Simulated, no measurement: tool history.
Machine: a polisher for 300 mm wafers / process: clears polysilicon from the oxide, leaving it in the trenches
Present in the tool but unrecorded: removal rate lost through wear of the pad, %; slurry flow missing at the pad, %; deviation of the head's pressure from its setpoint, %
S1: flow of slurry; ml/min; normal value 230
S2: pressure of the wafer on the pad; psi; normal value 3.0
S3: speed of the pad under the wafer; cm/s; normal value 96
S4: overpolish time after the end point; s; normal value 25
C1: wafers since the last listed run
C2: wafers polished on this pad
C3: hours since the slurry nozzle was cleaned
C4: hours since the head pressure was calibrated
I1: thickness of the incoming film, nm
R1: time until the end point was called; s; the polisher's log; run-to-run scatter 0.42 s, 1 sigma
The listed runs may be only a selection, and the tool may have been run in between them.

{"run": 1, "hour": 0.0, "S1": 230, "S2": 3.5, "S3": 96, "S4": 25, "C1": 0, "C2": 102, "C3": 208.6, "C4": 336.3, "I1": 616.9, "R1": 39.6}
{"run": 2, "hour": 12.3, "S1": 230, "S2": 3.5, "S3": 96, "S4": 25, "C1": 97, "C2": 200, "C3": 220.9, "C4": 348.6, "I1": 612.5, "R1": 40.1}
{"run": 3, "hour": 29.1, "S1": 230, "S2": 3.0, "S3": 96, "S4": 25, "C1": 133, "C2": 334, "C3": 237.7, "C4": 365.4, "I1": 628.6, "R1": 47.6}
{"run": 4, "hour": 35.5, "S1": 230, "S2": 3.0, "S3": 96, "S4": 25, "C1": 50, "C2": 385, "C3": 244.1, "C4": 371.8, "I1": 620.0, "R1": 46.9}
{"run": 5, "hour": 45.1, "S1": 230, "S2": 3.0, "S3": 96, "S4": 25, "C1": 76, "C2": 461, "C3": 253.7, "C4": 381.4, "I1": 618.6, "R1": 46.2}
{"hour": 51.3, "done": "slurry nozzle cleaned"}
{"run": 6, "hour": 54.3, "S1": 230, "S2": 3.0, "S3": 96, "S4": 25, "C1": 65, "C2": 526, "C3": 3.0, "C4": 390.6, "I1": 626.2, "R1": 46.9}
{"run": 7, "hour": 62.9, "S1": 230, "S2": 3.0, "S3": 96, "S4": 25, "C1": 68, "C2": 595, "C3": 11.6, "C4": 399.2, "I1": 616.5, "R1": 46.5}
{"run": 8, "hour": 79.1, "S1": 230, "S2": 3.0, "S3": 96, "S4": 25, "C1": 128, "C2": 724, "C3": 27.8, "C4": 415.4, "I1": 625.6, "R1": 48.0}
{"hour": 93.2, "done": "worn pad replaced by a new one"}
{"run": 9, "hour": 93.9, "S1": 230, "S2": 3.8, "S3": 96, "S4": 25, "C1": 85, "C2": 5, "C3": 42.6, "C4": 430.2, "I1": 624.3, "R1": 37.0}
{"run": 10, "hour": 103.9, "S1": 230, "S2": 3.0, "S3": 96, "S4": 25, "C1": 79, "C2": 85, "C3": 52.6, "C4": 440.2, "I1": 615.6, "R1": 46.5}
{"run": 11, "hour": 115.7, "S1": 230, "S2": 3.0, "S3": 96, "S4": 25, "C1": 93, "C2": 179, "C3": 64.4, "C4": 452.0, "I1": 629.3, "R1": 48.1}
{"run": 12, "hour": 131.5, "S1": 230, "S2": 3.0, "S3": 96, "S4": 25, "C1": 125, "C2": 305, "C3": 80.2, "C4": 467.8, "I1": 619.4, "R1": 46.0}
{"run": 13, "hour": 140.6, "S1": 230, "S2": 3.0, "S3": 96, "S4": 25, "C1": 72, "C2": 377, "C3": 89.3, "C4": 476.9, "I1": 620.9, "R1": 47.7}
{"run": 14, "hour": 155.4, "S1": 230, "S2": 3.0, "S3": 96, "S4": 25, "C1": 117, "C2": 495, "C3": 104.1, "C4": 491.7, "I1": 619.1, "R1": 46.7}
{"run": 15, "hour": 164.0, "S1": 230, "S2": 3.0, "S3": 96, "S4": 25, "C1": 68, "C2": 563, "C3": 112.7, "C4": 500.3, "I1": 617.3, "R1": 46.7}
{"run": 16, "hour": 176.1, "S1": 230, "S2": 3.0, "S3": 96, "S4": 25, "C1": 96, "C2": 659, "C3": 124.8, "C4": 512.4, "I1": 616.5, "R1": 46.0}
{"run": 17, "hour": 183.5, "S1": 230, "S2": 3.0, "S3": 96, "S4": 25, "C1": 58, "C2": 718, "C3": 132.2, "C4": 519.8, "I1": 622.9, "R1": 47.8}
{"run": 18, "hour": 200.9, "S1": 230, "S2": 2.3, "S3": 96, "S4": 25, "C1": 138, "C2": 857, "C3": 149.6, "C4": 537.2, "I1": 628.0, "R1": 61.7}
{"hour": 205.6, "done": "worn pad replaced by a new one"}
{"run": 19, "hour": 213.4, "S1": 255, "S2": 2.3, "S3": 70, "S4": 12, "C1": 67, "C2": 61, "C3": 162.1, "C4": 549.7, "I1": 626.4, "R1": 85.0}
{"run": 20, "hour": 230.6, "S1": 285, "S2": 3.0, "S3": 78, "S4": 25, "C1": 136, "C2": 198, "C3": 179.3, "C4": 566.9, "I1": 620.6, "R1": 56.3}
{"hour": 234.2, "done": "head pressure recalibrated"}
{"run": 21, "hour": 247.9, "S1": 230, "S2": 3.0, "S3": 96, "S4": 25, "C1": 121, "C2": 320, "C3": 196.6, "C4": 13.7, "I1": 618.6, "R1": 47.0}
{"run": 22, "hour": 254.7, "S1": 230, "S2": 3.0, "S3": 96, "S4": 15, "C1": 54, "C2": 374, "C3": 203.4, "C4": 20.5, "I1": 624.1, "R1": 47.5}
{"run": 23, "hour": 270.5, "S1": 230, "S2": 3.0, "S3": 96, "S4": 25, "C1": 125, "C2": 500, "C3": 219.2, "C4": 36.3, "I1": 617.0, "R1": 46.2}
{"hour": 275.3, "done": "slurry nozzle cleaned"}
{"run": 24, "hour": 277.6, "S1": 295, "S2": 3.0, "S3": 96, "S4": 25, "C1": 48, "C2": 548, "C3": 2.3, "C4": 43.4, "I1": 628.8, "R1": 45.3}
{"run": 25, "hour": 285.1, "S1": 230, "S2": 3.0, "S3": 96, "S4": 18, "C1": 59, "C2": 608, "C3": 9.8, "C4": 50.9, "I1": 616.4, "R1": 46.5}
{"run": 26, "hour": 296.9, "S1": 185, "S2": 3.0, "S3": 96, "S4": 25, "C1": 93, "C2": 702, "C3": 21.6, "C4": 62.7, "I1": 622.1, "R1": 48.4}
{"hour": 312.0, "done": "worn pad replaced by a new one"}
{"run": 27, "hour": 327.7, "S1": 205, "S2": 3.0, "S3": 96, "S4": 25, "C1": 213, "C2": 125, "C3": 52.4, "C4": 93.5, "I1": 621.6, "R1": 48.4}
{"run": 28, "hour": 341.2, "S1": 230, "S2": 2.1, "S3": 128, "S4": 10, "C1": 107, "C2": 232, "C3": 65.9, "C4": 107.0, "I1": 615.5, "R1": 50.8}
{"run": 29, "hour": 356.7, "S1": 230, "S2": 3.0, "S3": 122, "S4": 29, "C1": 123, "C2": 355, "C3": 81.4, "C4": 122.5, "I1": 624.7, "R1": 37.0}
{"run": 30, "hour": 385.9, "S1": 230, "S2": 3.0, "S3": 96, "S4": 16, "C1": 232, "C2": 588, "C3": 110.6, "C4": 151.7, "I1": 621.7, "R1": 47.3}
{"run": 31, "hour": 395.3, "S1": 205, "S2": 3.0, "S3": 96, "S4": 34, "C1": 74, "C2": 662, "C3": 120.0, "C4": 161.1, "I1": 622.6, "R1": 47.4}
{"hour": 434.1, "done": "worn pad replaced by a new one"}
{"run": 32, "hour": 444.0, "S1": 230, "S2": 3.0, "S3": 96, "S4": 25, "C1": 355, "C2": 78, "C3": 168.7, "C4": 209.8, "I1": 618.4, "R1": 46.5}
{"run": 33, "hour": 456.7, "S1": 230, "S2": 3.0, "S3": 96, "S4": 19, "C1": 101, "C2": 179, "C3": 181.4, "C4": 222.5, "I1": 619.8, "R1": 47.3}
{"run": 34, "hour": 468.5, "S1": 230, "S2": 3.0, "S3": 96, "S4": 32, "C1": 93, "C2": 273, "C3": 193.2, "C4": 234.3, "I1": 619.7, "R1": 47.0}
{"run": 35, "hour": 483.7, "S1": 285, "S2": 3.0, "S3": 78, "S4": 25, "C1": 120, "C2": 394, "C3": 208.4, "C4": 249.5, "I1": 615.9, "R1": 55.7}

Predict each of these 3 candidate next runs independently; none follows another, all start after run 35:
{"run": "A", "hour": 484.1, "S1": 180, "S2": 3.0, "S3": 96, "S4": 25, "C1": 3, "C2": 397, "C3": 208.8, "C4": 249.9, "I1": 616.5, "R1": "?"}
{"run": "B", "hour": 484.1, "S1": 175, "S2": 2.6, "S3": 96, "S4": 35, "C1": 3, "C2": 397, "C3": 208.8, "C4": 249.9, "I1": 616.5, "R1": "?"}
{"run": "C", "hour": 484.1, "S1": 185, "S2": 3.3, "S3": 70, "S4": 25, "C1": 3, "C2": 397, "C3": 208.8, "C4": 249.9, "I1": 616.5, "R1": "?"}

run=A R1=48.3
run=B R1=56.1
run=C R1=60.0
Without the tool's unlogged condition, the same runs would have read:
run=A R1=48.3
run=B R1=56.1
run=C R1=60.0
